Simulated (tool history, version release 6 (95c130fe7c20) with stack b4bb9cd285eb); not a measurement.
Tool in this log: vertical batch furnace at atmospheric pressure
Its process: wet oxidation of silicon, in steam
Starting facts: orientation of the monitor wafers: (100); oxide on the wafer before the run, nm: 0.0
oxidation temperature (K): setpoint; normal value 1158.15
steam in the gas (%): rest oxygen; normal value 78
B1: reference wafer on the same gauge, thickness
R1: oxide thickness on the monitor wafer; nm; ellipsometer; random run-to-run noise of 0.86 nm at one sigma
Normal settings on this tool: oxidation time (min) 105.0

{"run": 1, "hour": 0.0, "oxidation temperature (K)": 1140.15, "oxidation time (min)": 105.0, "steam in the gas (%)": 69, "B1": 166.4, "R1": 103.46}
{"hour": 33.5, "done": "gauge calibrated"}
{"run": 2, "hour": 41.7, "oxidation temperature (K)": 1172.15, "oxidation time (min)": 105.0, "steam in the gas (%)": 78, "B1": 169.94, "R1": 190.08}
{"run": 3, "hour": 74.7, "oxidation temperature (K)": 1172.15, "oxidation time (min)": 105.0, "steam in the gas (%)": 78, "B1": 169.6, "R1": 191.0}
{"run": 4, "hour": 109.2, "oxidation temperature (K)": 1172.15, "oxidation time (min)": 105.0, "steam in the gas (%)": 78, "B1": 169.45, "R1": 190.95}
{"run": 5, "hour": 144.1, "oxidation temperature (K)": 1158.15, "oxidation time (min)": 128.5, "steam in the gas (%)": 78, "B1": 169.26, "R1": 185.79}
{"run": 6, "hour": 160.8, "oxidation temperature (K)": 1158.15, "oxidation time (min)": 128.5, "steam in the gas (%)": 78, "B1": 168.92, "R1": 184.83}
{"run": 7, "hour": 176.7, "oxidation temperature (K)": 1158.15, "oxidation time (min)": 128.5, "steam in the gas (%)": 78, "B1": 168.78, "R1": 186.44}
{"run": 8, "hour": 192.3, "oxidation temperature (K)": 1158.15, "oxidation time (min)": 105.0, "steam in the gas (%)": 78, "B1": 169.04, "R1": 156.79}
{"run": 9, "hour": 219.0, "oxidation temperature (K)": 1158.15, "oxidation time (min)": 105.0, "steam in the gas (%)": 78, "B1": 168.81, "R1": 153.62}
{"run": 10, "hour": 246.9, "oxidation temperature (K)": 1158.15, "oxidation time (min)": 105.0, "steam in the gas (%)": 78, "B1": 168.43, "R1": 154.67}
{"run": 11, "hour": 260.3, "oxidation temperature (K)": 1158.15, "oxidation time (min)": 105.0, "steam in the gas (%)": 86, "B1": 168.49, "R1": 169.12}
{"run": 12, "hour": 278.5, "oxidation temperature (K)": 1158.15, "oxidation time (min)": 105.0, "steam in the gas (%)": 86, "B1": 168.04, "R1": 169.61}
{"run": 13, "hour": 301.0, "oxidation temperature (K)": 1158.15, "oxidation time (min)": 105.0, "steam in the gas (%)": 86, "B1": 167.97, "R1": 167.78}
{"run": 14, "hour": 323.2, "oxidation temperature (K)": 1158.15, "oxidation time (min)": 105.0, "steam in the gas (%)": 78, "B1": 168.02, "R1": 154.59}
{"run": 15, "hour": 352.6, "oxidation temperature (K)": 1158.15, "oxidation time (min)": 141.5, "steam in the gas (%)": 78, "B1": 167.9, "R1": 200.79}
{"run": 16, "hour": 382.3, "oxidation temperature (K)": 1158.15, "oxidation time (min)": 141.5, "steam in the gas (%)": 78, "B1": 167.42, "R1": 202.33}
{"hour": 423.1, "done": "thermocouples replaced and temperature profile calibrated"}
{"run": 17, "hour": 423.6, "oxidation temperature (K)": 1158.15, "oxidation time (min)": 141.5, "steam in the gas (%)": 78, "B1": 167.26, "R1": 201.18}
{"run": 18, "hour": 435.3, "oxidation temperature (K)": 1158.15, "oxidation time (min)": 105.0, "steam in the gas (%)": 78, "B1": 167.2, "R1": 152.76}
{"run": 19, "hour": 459.0, "oxidation temperature (K)": 1142.15, "oxidation time (min)": 132.0, "steam in the gas (%)": 86, "B1": 167.2, "R1": 161.59}
{"run": 20, "hour": 473.3, "oxidation temperature (K)": 1139.15, "oxidation time (min)": 132.0, "steam in the gas (%)": 72, "B1": 167.09, "R1": 131.31}
{"hour": 550.8, "done": "steam generator serviced"}
{"run": 21, "hour": 551.3, "oxidation temperature (K)": 1175.15, "oxidation time (min)": 62.0, "steam in the gas (%)": 89, "B1": 166.48, "R1": 137.42}
{"run": 22, "hour": 556.9, "oxidation temperature (K)": 1139.15, "oxidation time (min)": 134.5, "steam in the gas (%)": 72, "B1": 166.39, "R1": 133.44}
{"run": 23, "hour": 579.8, "oxidation temperature (K)": 1158.15, "oxidation time (min)": 105.0, "steam in the gas (%)": 68, "B1": 166.1, "R1": 135.15}
{"run": 24, "hour": 598.6, "oxidation temperature (K)": 1158.15, "oxidation time (min)": 105.0, "steam in the gas (%)": 78, "B1": 166.27, "R1": 153.39}
{"hour": 615.6, "done": "gauge calibrated"}
{"run": 25, "hour": 620.2, "oxidation temperature (K)": 1158.15, "oxidation time (min)": 105.0, "steam in the gas (%)": 78, "B1": 170.04, "R1": 155.4}
{"run": 26, "hour": 635.5, "oxidation temperature (K)": 1179.15, "oxidation time (min)": 53.0, "steam in the gas (%)": 67, "B1": 169.84, "R1": 99.25}
{"run": 27, "hour": 649.6, "oxidation temperature (K)": 1158.15, "oxidation time (min)": 128.5, "steam in the gas (%)": 78, "B1": 169.73, "R1": 183.5}
{"run": 28, "hour": 680.9, "oxidation temperature (K)": 1158.15, "oxidation time (min)": 105.0, "steam in the gas (%)": 78, "B1": 169.46, "R1": 153.05}
{"run": 29, "hour": 781.2, "oxidation temperature (K)": 1151.15, "oxidation time (min)": 155.5, "steam in the gas (%)": 72, "B1": 168.57, "R1": 182.29}
{"run": 30, "hour": 793.6, "oxidation temperature (K)": 1158.15, "oxidation time (min)": 105.0, "steam in the gas (%)": 78, "B1": 168.83, "R1": 153.22}
{"run": 31, "hour": 813.8, "oxidation temperature (K)": 1158.15, "oxidation time (min)": 128.5, "steam in the gas (%)": 78, "B1": 168.53, "R1": 183.29}
{"run": 32, "hour": 858.6, "oxidation temperature (K)": 1158.15, "oxidation time (min)": 105.0, "steam in the gas (%)": 78, "B1": 168.21, "R1": 153.96}
{"run": 33, "hour": 885.6, "oxidation temperature (K)": 1173.15, "oxidation time (min)": 105.0, "steam in the gas (%)": 71, "B1": 168.01, "R1": 175.05}
{"run": 34, "hour": 913.6, "oxidation temperature (K)": 1158.15, "oxidation time (min)": 74.5, "steam in the gas (%)": 78, "B1": 167.73, "R1": 112.44}
{"run": 35, "hour": 937.4, "oxidation temperature (K)": 1165.15, "oxidation time (min)": 105.0, "steam in the gas (%)": 81, "B1": 167.68, "R1": 176.05}
{"run": 36, "hour": 963.3, "oxidation temperature (K)": 1158.15, "oxidation time (min)": 105.0, "steam in the gas (%)": 78, "B1": 167.4, "R1": 152.52}
{"run": 37, "hour": 993.3, "oxidation temperature (K)": 1138.15, "oxidation time (min)": 105.0, "steam in the gas (%)": 78, "B1": 167.25, "R1": 111.68}
{"run": 38, "hour": 1022.7, "oxidation temperature (K)": 1138.15, "oxidation time (min)": 136.5, "steam in the gas (%)": 75, "B1": 167.34, "R1": 137.48}

Below are 4 alternative next runs, each starting from the tool's condition after run 38. Predict each:
{"run": "A", "hour": 1028.4, "oxidation temperature (K)": 1158.15, "oxidation time (min)": 105.0, "steam in the gas (%)": 78, "B1": "?", "R1": "?"}
{"run": "B", "hour": 1028.4, "oxidation temperature (K)": 1135.15, "oxidation time (min)": 145.0, "steam in the gas (%)": 72, "B1": "?", "R1": "?"}
{"run": "C", "hour": 1028.4, "oxidation temperature (K)": 1138.15, "oxidation time (min)": 122.5, "steam in the gas (%)": 82, "B1": "?", "R1": "?"}
{"run": "D", "hour": 1028.4, "oxidation temperature (K)": 1151.15, "oxidation time (min)": 105.0, "steam in the gas (%)": 78, "B1": "?", "R1": "?"}

run=A B1=166.95 R1=152.57
run=B B1=166.95 R1=133.10
run=C B1=166.95 R1=134.83
run=D B1=166.95 R1=137.21
Had the tool no hidden state, the same runs would have come out as:
run=A R1=155.21
run=B R1=135.41
run=C R1=137.17
run=D R1=139.59
